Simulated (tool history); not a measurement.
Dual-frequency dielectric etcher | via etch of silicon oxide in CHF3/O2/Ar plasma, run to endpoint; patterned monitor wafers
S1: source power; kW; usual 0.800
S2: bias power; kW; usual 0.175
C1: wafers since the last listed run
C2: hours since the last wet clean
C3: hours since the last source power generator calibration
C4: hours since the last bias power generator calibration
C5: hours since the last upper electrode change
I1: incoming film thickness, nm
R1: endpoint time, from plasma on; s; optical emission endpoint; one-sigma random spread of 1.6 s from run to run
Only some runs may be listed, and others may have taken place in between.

| run | hour | S1 | S2 | C1 | C2 | C3 | C4 | C5 | I1 | R1 |
|---|---|---|---|---|---|---|---|---|---|---|
| 1 | 0.0 | 0.800 | 0.175 | 0 | 517.7 | 1288.8 | 5076.9 | 2647.4 | 590.9 | 316.1 |
|  | 0.3 | wet clean of the chamber |
| 2 | 20.4 | 0.800 | 0.175 | 84 | 20.1 | 1309.2 | 5097.3 | 2667.8 | 591.4 | 305.9 |
| 3 | 55.3 | 0.800 | 0.175 | 146 | 55.0 | 1344.1 | 5132.2 | 2702.7 | 599.9 | 312.0 |
| 4 | 72.7 | 0.800 | 0.175 | 73 | 72.4 | 1361.5 | 5149.6 | 2720.1 | 589.3 | 309.5 |
| 5 | 89.4 | 0.800 | 0.175 | 70 | 89.1 | 1378.2 | 5166.3 | 2736.8 | 594.0 | 310.1 |
| 6 | 120.4 | 0.800 | 0.175 | 130 | 120.1 | 1409.2 | 5197.3 | 2767.8 | 595.9 | 311.9 |
| 7 | 141.9 | 0.800 | 0.148 | 90 | 141.6 | 1430.7 | 5218.8 | 2789.3 | 597.1 | 329.1 |
| 8 | 159.2 | 0.800 | 0.148 | 72 | 158.9 | 1448.0 | 5236.1 | 2806.6 | 596.3 | 328.8 |
| 9 | 172.1 | 0.800 | 0.175 | 54 | 171.8 | 1460.9 | 5249.0 | 2819.5 | 597.4 | 314.7 |
| 10 | 189.0 | 0.800 | 0.175 | 70 | 188.7 | 1477.8 | 5265.9 | 2836.4 | 591.9 | 310.0 |
|  | 207.1 | bias power generator calibrated |
| 11 | 207.4 | 0.800 | 0.175 | 60 | 207.1 | 1496.2 | 0.3 | 2854.8 | 594.8 | 313.7 |
| 12 | 229.7 | 0.800 | 0.175 | 93 | 229.4 | 1518.5 | 22.6 | 2877.1 | 593.7 | 309.6 |
| 13 | 253.9 | 0.860 | 0.175 | 101 | 253.6 | 1542.7 | 46.8 | 2901.3 | 592.6 | 298.6 |
| 14 | 272.7 | 0.860 | 0.175 | 78 | 272.4 | 1561.5 | 65.6 | 2920.1 | 597.7 | 300.2 |
|  | 288.5 | source power generator calibrated |
| 15 | 305.8 | 0.940 | 0.152 | 122 | 305.5 | 17.3 | 98.7 | 2953.2 | 594.1 | 297.9 |
| 16 | 326.4 | 0.620 | 0.219 | 86 | 326.1 | 37.9 | 119.3 | 2973.8 | 596.5 | 347.2 |
| 17 | 346.6 | 0.610 | 0.214 | 84 | 346.3 | 58.1 | 139.5 | 2994.0 | 602.1 | 361.5 |
|  | 376.4 | upper electrode replaced |
| 18 | 376.9 | 0.620 | 0.132 | 26 | 376.6 | 88.4 | 169.8 | 0.5 | 592.9 | 406.7 |
| 19 | 387.5 | 0.710 | 0.155 | 44 | 387.2 | 99.0 | 180.4 | 11.1 | 594.7 | 354.7 |
|  | 428.6 | wet clean of the chamber |
| 20 | 429.1 | 0.910 | 0.146 | 73 | 0.5 | 140.6 | 222.0 | 52.7 | 595.6 | 301.8 |
| 21 | 429.5 | 0.800 | 0.175 | 1 | 0.9 | 141.0 | 222.4 | 53.1 | 594.8 | 310.4 |
| 22 | 442.6 | 0.640 | 0.159 | 55 | 14.0 | 154.1 | 235.5 | 66.2 | 592.6 | 368.5 |
| 23 | 458.3 | 0.930 | 0.144 | 65 | 29.7 | 169.8 | 251.2 | 81.9 | 593.0 | 300.6 |
| 24 | 479.5 | 0.930 | 0.209 | 89 | 50.9 | 191.0 | 272.4 | 103.1 | 603.6 | 272.0 |
| 25 | 503.3 | 0.800 | 0.175 | 99 | 74.7 | 214.8 | 296.2 | 126.9 | 590.0 | 309.1 |
| 26 | 532.2 | 0.800 | 0.175 | 121 | 103.6 | 243.7 | 325.1 | 155.8 | 593.1 | 311.3 |
| 27 | 550.8 | 1.000 | 0.195 | 78 | 122.2 | 262.3 | 343.7 | 174.4 | 598.4 | 266.5 |
| 28 | 583.9 | 0.800 | 0.217 | 139 | 155.3 | 295.4 | 376.8 | 207.5 | 596.4 | 295.0 |

Branching from run 28: 4 alternative next runs. What would each branch give?
| A | 584.4 | 0.800 | 0.175 | 2 | 155.8 | 295.9 | 377.3 | 208.0 | 595.6 | ? |
| B | 584.4 | 0.990 | 0.137 | 2 | 155.8 | 295.9 | 377.3 | 208.0 | 595.6 | ? |
| C | 584.4 | 0.930 | 0.216 | 2 | 155.8 | 295.9 | 377.3 | 208.0 | 595.6 | ? |
| D | 584.4 | 0.680 | 0.146 | 2 | 155.8 | 295.9 | 377.3 | 208.0 | 595.6 | ? |

| run | R1 |
|---|---|
| A | 313.2 |
| B | 297.1 |
| C | 268.2 |
| D | 368.1 |
What these runs would have given with no unlogged condition in the tool:
| run | R1 |
|---|---|
| A | 310.9 |
| B | 294.9 |
| C | 266.2 |
| D | 365.4 |
